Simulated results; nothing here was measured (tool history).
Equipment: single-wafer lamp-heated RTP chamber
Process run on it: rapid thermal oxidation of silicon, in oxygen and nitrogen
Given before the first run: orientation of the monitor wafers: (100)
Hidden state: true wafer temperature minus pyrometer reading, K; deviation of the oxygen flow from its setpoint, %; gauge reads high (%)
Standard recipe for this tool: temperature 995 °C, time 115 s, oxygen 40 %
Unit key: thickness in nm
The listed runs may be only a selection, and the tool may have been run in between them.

run,hour,temperature,time,oxygen,wafers since the last listed run,wafers since the last pyrometer calibration,hours since the oxygen flow controller was replaced,hours since the gauge calibration,"read-back reference wafer on the same gauge, thickness",thickness
1,0,995,115,40,0,2346,2944.4,278.4,4.819,5.54
# hour 42.2: pyrometer window cleaned and pyrometer calibrated
2,73.7,995,115,40,647,310,3018.1,352.1,4.818,5.589
3,169.9,995,115,40,948,1259,3114.3,448.3,4.822,5.561
4,264.3,995,115,40,930,2190,3208.7,542.7,4.825,5.508
# hour 281.8: pyrometer window cleaned and pyrometer calibrated
5,321.6,995,115,40,486,392,3266,600,4.815,5.554
6,392.4,995,115,40,698,1090,3336.8,670.8,4.826,5.545
7,429,995,115,40,360,1451,3373.4,707.4,4.816,5.567
8,513.9,1012,156,63,837,2288,3458.3,792.3,4.819,8.43
# hour 529.4: pyrometer window cleaned and pyrometer calibrated
# hour 563.4: gauge calibrated
9,597.6,965,69,57,746,672,3542,34.2,4.818,4.073
10,657.8,983,77,40,593,1265,3602.2,94.4,4.824,4.309
11,728.9,995,115,40,701,1966,3673.3,165.5,4.821,5.564
# hour 795.4: pyrometer window cleaned and pyrometer calibrated
# hour 828.9: oxygen flow controller replaced
# hour 1033.8: pyrometer window cleaned and pyrometer calibrated
12,1037.4,984,146,40,2805,35,208.5,474,4.822,5.679
13,1084.2,972,162,40,461,497,255.3,520.8,4.827,5.424
14,1139.5,995,115,20,545,1042,310.6,576.1,4.82,4.455
15,1239.8,973,58,17,988,2031,410.9,676.4,4.818,2.947

What was the tool's hidden state at every run in the log?
true wafer temperature minus pyrometer reading, K: 0 across all the runs
deviation of the oxygen flow from its setpoint, %: 0 across all the runs
gauge reads high (%): 0 across all the runs

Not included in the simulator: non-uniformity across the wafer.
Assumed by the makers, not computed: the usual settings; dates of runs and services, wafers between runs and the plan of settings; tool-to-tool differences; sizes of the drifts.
